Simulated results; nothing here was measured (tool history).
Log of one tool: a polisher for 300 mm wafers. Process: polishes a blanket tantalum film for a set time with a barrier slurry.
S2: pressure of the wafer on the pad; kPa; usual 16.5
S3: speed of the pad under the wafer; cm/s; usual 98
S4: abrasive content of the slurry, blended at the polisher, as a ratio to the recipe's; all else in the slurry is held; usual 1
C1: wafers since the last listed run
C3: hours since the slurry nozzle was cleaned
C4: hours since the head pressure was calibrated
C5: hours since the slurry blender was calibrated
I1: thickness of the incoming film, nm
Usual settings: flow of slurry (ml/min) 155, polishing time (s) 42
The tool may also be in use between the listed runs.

run 1 hour=0 | flow_of_slurry_(ml/min)=110 S2=16.5 S3=98 S4=1 polishing_time_(s)=42 | C1=0 wafers_polished_on_this_pad=540 C3=542.9 C4=522.9 C5=211 | I1=248.6 | film_removed_(nm)=95.2
run 2 hour=35 | flow_of_slurry_(ml/min)=110 S2=16.5 S3=98 S4=1 polishing_time_(s)=42 | C1=441 wafers_polished_on_this_pad=981 C3=577.9 C4=557.9 C5=246 | I1=247.5 | film_removed_(nm)=94.9
-- hour=52.6 slurry blender recalibrated
-- hour=57.2 slurry nozzle cleaned
run 3 hour=78.7 | flow_of_slurry_(ml/min)=120 S2=16.5 S3=98 S4=1 polishing_time_(s)=42 | C1=513 wafers_polished_on_this_pad=1494 C3=21.5 C4=601.6 C5=26.1 | I1=246.8 | film_removed_(nm)=97.1
run 4 hour=123.4 | flow_of_slurry_(ml/min)=120 S2=16.5 S3=98 S4=1 polishing_time_(s)=42 | C1=563 wafers_polished_on_this_pad=2058 C3=66.2 C4=646.3 C5=70.8 | I1=253.7 | film_removed_(nm)=98.8
run 5 hour=175.8 | flow_of_slurry_(ml/min)=120 S2=16.5 S3=98 S4=1 polishing_time_(s)=42 | C1=660 wafers_polished_on_this_pad=2719 C3=118.6 C4=698.7 C5=123.2 | I1=249.1 | film_removed_(nm)=97.4
-- hour=199.2 worn pad replaced by a new one
run 6 hour=244.3 | flow_of_slurry_(ml/min)=155 S2=16.5 S3=98 S4=1 polishing_time_(s)=48 | C1=813 wafers_polished_on_this_pad=568 C3=187.1 C4=767.2 C5=191.7 | I1=251.1 | film_removed_(nm)=122.9
-- hour=296.3 slurry blender recalibrated
run 7 hour=314.5 | flow_of_slurry_(ml/min)=155 S2=16.5 S3=98 S4=1 polishing_time_(s)=48 | C1=860 wafers_polished_on_this_pad=1428 C3=257.3 C4=837.4 C5=18.2 | I1=246.5 | film_removed_(nm)=122.5
run 8 hour=341.5 | flow_of_slurry_(ml/min)=155 S2=16.5 S3=118 S4=1 polishing_time_(s)=42 | C1=340 wafers_polished_on_this_pad=1768 C3=284.3 C4=864.4 C5=45.2 | I1=253.3 | film_removed_(nm)=123.8
run 9 hour=383 | flow_of_slurry_(ml/min)=155 S2=16.5 S3=118 S4=1 polishing_time_(s)=42 | C1=523 wafers_polished_on_this_pad=2292 C3=325.8 C4=905.9 C5=86.7 | I1=251.2 | film_removed_(nm)=122.2
run 10 hour=438.3 | flow_of_slurry_(ml/min)=155 S2=16.5 S3=98 S4=1 polishing_time_(s)=42 | C1=697 wafers_polished_on_this_pad=2989 C3=381.1 C4=961.2 C5=142 | I1=249.9 | film_removed_(nm)=106.3
-- hour=470.3 worn pad replaced by a new one
run 11 hour=496.2 | flow_of_slurry_(ml/min)=155 S2=16.5 S3=98 S4=1 polishing_time_(s)=42 | C1=679 wafers_polished_on_this_pad=326 C3=439 C4=1019.1 C5=199.9 | I1=247.5 | film_removed_(nm)=105.3
run 12 hour=543 | flow_of_slurry_(ml/min)=155 S2=16.5 S3=98 S4=0.85 polishing_time_(s)=42 | C1=590 wafers_polished_on_this_pad=916 C3=485.8 C4=1065.9 C5=246.7 | I1=249.2 | film_removed_(nm)=103.1
-- hour=577.4 slurry nozzle cleaned
-- hour=603.6 slurry blender recalibrated
run 13 hour=614.8 | flow_of_slurry_(ml/min)=155 S2=16.5 S3=98 S4=0.85 polishing_time_(s)=42 | C1=867 wafers_polished_on_this_pad=1783 C3=37.4 C4=1137.7 C5=11.2 | I1=253.9 | film_removed_(nm)=105.9
run 14 hour=639 | flow_of_slurry_(ml/min)=155 S2=16.5 S3=98 S4=1 polishing_time_(s)=42 | C1=305 wafers_polished_on_this_pad=2089 C3=61.6 C4=1161.9 C5=35.4 | I1=251 | film_removed_(nm)=107.5
run 15 hour=695.9 | flow_of_slurry_(ml/min)=155 S2=19.3 S3=108 S4=0.85 polishing_time_(s)=42 | C1=717 wafers_polished_on_this_pad=2806 C3=118.5 C4=1218.8 C5=92.3 | I1=251.3 | film_removed_(nm)=133
run 16 hour=753.9 | flow_of_slurry_(ml/min)=155 S2=16.5 S3=98 S4=1 polishing_time_(s)=42 | C1=731 wafers_polished_on_this_pad=3538 C3=176.5 C4=1276.8 C5=150.3 | I1=251.6 | film_removed_(nm)=106.3

The next listed run, before its measurement:
-- hour=778.7 worn pad replaced by a new one
run 17 hour=808.1 | flow_of_slurry_(ml/min)=120 S2=16.5 S3=82 S4=1 polishing_time_(s)=42 | C1=633 wafers_polished_on_this_pad=370 C3=230.7 C4=1331 C5=204.5 | I1=247.6 | film_removed_(nm)=?

{"run 17": {"film removed (nm)": 90.6}}
Without the tool's hidden state the same run would have given film removed (nm) 81.9.
